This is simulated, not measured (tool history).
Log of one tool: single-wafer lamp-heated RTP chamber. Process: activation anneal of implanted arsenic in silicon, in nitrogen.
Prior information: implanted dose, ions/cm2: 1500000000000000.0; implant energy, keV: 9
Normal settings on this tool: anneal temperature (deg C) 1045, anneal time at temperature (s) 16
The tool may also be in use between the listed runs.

| run | day | anneal temperature (deg C) | anneal time at temperature (s) | read-back reference wafer on the same gauge, sheet resistance | sheet resistance of the implanted and annealed layer (ohm/square) |
|---|---|---|---|---|---|
| 1 | 0 | 1045 | 16 | 107.09 | 101.2 |
| 2 | 1.554 | 1036 | 16 | 107.28 | 106.25 |
|  | 3.629 | reflector plate cleaned |
| 3 | 3.988 | 1036 | 16 | 106.97 | 106.01 |
| 4 | 5.346 | 1058 | 22 | 107.06 | 88.62 |
| 5 | 8.108 | 1045 | 16 | 106.94 | 100.04 |
| 6 | 10.288 | 1045 | 16 | 106.95 | 99.28 |
|  | 16.6 | pyrometer window cleaned and pyrometer calibrated |
| 7 | 17.388 | 1064 | 16 | 107.05 | 91.8 |
| 8 | 20.2 | 1060 | 16 | 107.02 | 93.08 |
| 9 | 21.417 | 1060 | 16 | 107.17 | 92.93 |
| 10 | 23.392 | 1060 | 16 | 107.05 | 93.43 |
| 11 | 24.396 | 1030 | 22 | 106.9 | 101.98 |
| 12 | 27.238 | 1045 | 16 | 106.96 | 99.54 |
| 13 | 29.979 | 1045 | 16 | 107.26 | 99.65 |
| 14 | 32.721 | 1045 | 16 | 106.99 | 99.05 |
|  | 33.154 | reflector plate cleaned |
| 15 | 34.996 | 1045 | 12 | 106.98 | 103.87 |
| 16 | 37.421 | 1028 | 19 | 106.98 | 102.64 |
| 17 | 40.154 | 1045 | 16 | 106.88 | 95.77 |
|  | 40.762 | pyrometer window cleaned and pyrometer calibrated |
| 18 | 41.667 | 1045 | 24 | 107.19 | 92.96 |
| 19 | 45.017 | 1045 | 10 | 107.12 | 112.41 |
| 20 | 46.679 | 1068 | 10 | 106.83 | 99.21 |
| 21 | 49.142 | 1045 | 16 | 106.95 | 101.3 |
| 22 | 50.896 | 1045 | 7 | 107 | 120.43 |
|  | 51.358 | gauge calibrated |
| 23 | 52.296 | 1027 | 9 | 107.17 | 127.53 |
| 24 | 54.742 | 1070 | 8 | 106.83 | 101.19 |
| 25 | 56.575 | 1053 | 10 | 106.95 | 105.5 |
|  | 60.458 | pyrometer window cleaned and pyrometer calibrated |
| 26 | 63.2 | 1045 | 16 | 106.88 | 101.27 |
|  | 65.188 | reflector plate cleaned |
| 27 | 66.112 | 1065 | 19 | 106.98 | 88.84 |
| 28 | 67.454 | 1045 | 24 | 107.1 | 92.79 |
| 29 | 69.267 | 1030 | 22 | 106.94 | 101.92 |
| 30 | 70.896 | 1070 | 9 | 107 | 99.21 |
| 31 | 72.742 | 1030 | 19 | 107.02 | 105.69 |
| 32 | 77.362 | 1075 | 9 | 107.23 | 95.74 |
| 33 | 78.546 | 1063 | 8 | 106.84 | 104.8 |
| 34 | 80.662 | 1019 | 7 | 107.1 | 137.04 |
|  | 83.021 | pyrometer window cleaned and pyrometer calibrated |
| 35 | 83.042 | 1045 | 9 | 106.96 | 114.99 |
| 36 | 85.946 | 1020 | 25 | 106.87 | 105.48 |

Run by run, hidden condition taken away, random variation retained:
The tool's hidden condition here consists of: true wafer temperature minus pyrometer reading, K; wafer temperature error from the tarnished reflector plate, K; gauge reads high (%).
| run | sheet resistance of the implanted and annealed layer (ohm/square) |
|---|---|
| 1 | 101.82 |
| 2 | 107.11 |
| 3 | 107.23 |
| 4 | 89.55 |
| 5 | 101.91 |
| 6 | 101.68 |
| 7 | 92.24 |
| 8 | 93.64 |
| 9 | 93.57 |
| 10 | 94.25 |
| 11 | 103.24 |
| 12 | 101.21 |
| 13 | 101.95 |
| 14 | 102.1 |
| 15 | 108.03 |
| 16 | 108.02 |
| 17 | 101.36 |
| 18 | 93.03 |
| 19 | 112.71 |
| 20 | 99.57 |
| 21 | 102.06 |
| 22 | 121.77 |
| 23 | 129.45 |
| 24 | 102.96 |
| 25 | 108.08 |
| 26 | 101.41 |
| 27 | 89.09 |
| 28 | 93.24 |
| 29 | 102.79 |
| 30 | 100.17 |
| 31 | 107.43 |
| 32 | 97.98 |
| 33 | 107.95 |
| 34 | 142.74 |
| 35 | 115.65 |
| 36 | 106.23 |

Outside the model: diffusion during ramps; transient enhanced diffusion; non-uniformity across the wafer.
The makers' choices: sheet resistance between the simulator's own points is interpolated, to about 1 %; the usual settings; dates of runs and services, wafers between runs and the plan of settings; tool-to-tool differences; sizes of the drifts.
